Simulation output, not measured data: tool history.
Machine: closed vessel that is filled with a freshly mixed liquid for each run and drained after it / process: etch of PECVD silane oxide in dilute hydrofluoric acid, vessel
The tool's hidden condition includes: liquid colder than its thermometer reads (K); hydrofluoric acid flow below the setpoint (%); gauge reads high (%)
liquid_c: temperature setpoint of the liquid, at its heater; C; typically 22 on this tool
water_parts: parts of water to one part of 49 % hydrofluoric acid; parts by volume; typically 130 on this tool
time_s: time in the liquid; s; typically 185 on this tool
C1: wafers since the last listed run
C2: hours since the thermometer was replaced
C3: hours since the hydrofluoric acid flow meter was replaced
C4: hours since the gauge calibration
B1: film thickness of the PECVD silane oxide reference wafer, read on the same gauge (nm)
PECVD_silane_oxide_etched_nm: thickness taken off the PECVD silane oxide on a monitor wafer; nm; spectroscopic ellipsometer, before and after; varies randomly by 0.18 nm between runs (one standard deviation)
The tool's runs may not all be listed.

{"run": 1, "hour": 0.0, "liquid_c": 22, "water_parts": 130, "time_s": 185, "C1": 0, "C2": 2114.5, "C3": 783.9, "C4": 214.4, "B1": 100, "PECVD_silane_oxide_etched_nm": 22.71}
{"run": 2, "hour": 17.6, "liquid_c": 22, "water_parts": 130, "time_s": 185, "C1": 2108, "C2": 2132.1, "C3": 801.5, "C4": 232, "B1": 100.02, "PECVD_silane_oxide_etched_nm": 22.75}
{"run": 3, "hour": 31.8, "liquid_c": 22, "water_parts": 110, "time_s": 185, "C1": 1701, "C2": 2146.3, "C3": 815.7, "C4": 246.2, "B1": 100.04, "PECVD_silane_oxide_etched_nm": 27.61}
{"run": 4, "hour": 42.7, "liquid_c": 22, "water_parts": 110, "time_s": 185, "C1": 1305, "C2": 2157.2, "C3": 826.6, "C4": 257.1, "B1": 100.04, "PECVD_silane_oxide_etched_nm": 26.95}
{"run": 5, "hour": 55.9, "liquid_c": 22, "water_parts": 130, "time_s": 265, "C1": 1581, "C2": 2170.4, "C3": 839.8, "C4": 270.3, "B1": 100.02, "PECVD_silane_oxide_etched_nm": 32.24}
{"run": 6, "hour": 65.9, "liquid_c": 22, "water_parts": 130, "time_s": 265, "C1": 1198, "C2": 2180.4, "C3": 849.8, "C4": 280.3, "B1": 100.01, "PECVD_silane_oxide_etched_nm": 32.28}
{"run": 7, "hour": 74.2, "liquid_c": 22, "water_parts": 130, "time_s": 265, "C1": 994, "C2": 2188.7, "C3": 858.1, "C4": 288.6, "B1": 99.99, "PECVD_silane_oxide_etched_nm": 31.91}
{"hour": 76.8, "done": "gauge calibrated"}
{"run": 8, "hour": 82.8, "liquid_c": 25.5, "water_parts": 130, "time_s": 225, "C1": 1030, "C2": 2197.3, "C3": 866.7, "C4": 6, "B1": 99.98, "PECVD_silane_oxide_etched_nm": 30.93}
{"run": 9, "hour": 92.7, "liquid_c": 22, "water_parts": 130, "time_s": 270, "C1": 1186, "C2": 2207.2, "C3": 876.6, "C4": 15.9, "B1": 100.03, "PECVD_silane_oxide_etched_nm": 32.36}
{"run": 10, "hour": 103.4, "liquid_c": 22, "water_parts": 130, "time_s": 270, "C1": 1281, "C2": 2217.9, "C3": 887.3, "C4": 26.6, "B1": 100.01, "PECVD_silane_oxide_etched_nm": 32.52}
{"run": 11, "hour": 114.8, "liquid_c": 22, "water_parts": 130, "time_s": 185, "C1": 1365, "C2": 2229.3, "C3": 898.7, "C4": 38, "B1": 99.99, "PECVD_silane_oxide_etched_nm": 22.32}
{"run": 12, "hour": 121.8, "liquid_c": 22, "water_parts": 130, "time_s": 185, "C1": 838, "C2": 2236.3, "C3": 905.7, "C4": 45, "B1": 99.97, "PECVD_silane_oxide_etched_nm": 22.39}
{"run": 13, "hour": 136.7, "liquid_c": 22, "water_parts": 130, "time_s": 185, "C1": 1785, "C2": 2251.2, "C3": 920.6, "C4": 59.9, "B1": 100.01, "PECVD_silane_oxide_etched_nm": 22.07}
{"run": 14, "hour": 149.0, "liquid_c": 22, "water_parts": 130, "time_s": 140, "C1": 1473, "C2": 2263.5, "C3": 932.9, "C4": 72.2, "B1": 100.03, "PECVD_silane_oxide_etched_nm": 16.69}
{"run": 15, "hour": 163.9, "liquid_c": 22, "water_parts": 130, "time_s": 185, "C1": 1785, "C2": 2278.4, "C3": 947.8, "C4": 87.1, "B1": 99.97, "PECVD_silane_oxide_etched_nm": 22.26}

The next listed run, before its measurement:
{"run": 16, "hour": 174.2, "liquid_c": 18.5, "water_parts": 155, "time_s": 235, "C1": 1234, "C2": 2288.7, "C3": 958.1, "C4": 97.4, "B1": "?", "PECVD_silane_oxide_etched_nm": "?"}

B1: 100.01
PECVD_silane_oxide_etched_nm: 19.76 nm
The same run, on a tool lacking any hidden state, would have yielded PECVD_silane_oxide_etched_nm 23.12 nm.

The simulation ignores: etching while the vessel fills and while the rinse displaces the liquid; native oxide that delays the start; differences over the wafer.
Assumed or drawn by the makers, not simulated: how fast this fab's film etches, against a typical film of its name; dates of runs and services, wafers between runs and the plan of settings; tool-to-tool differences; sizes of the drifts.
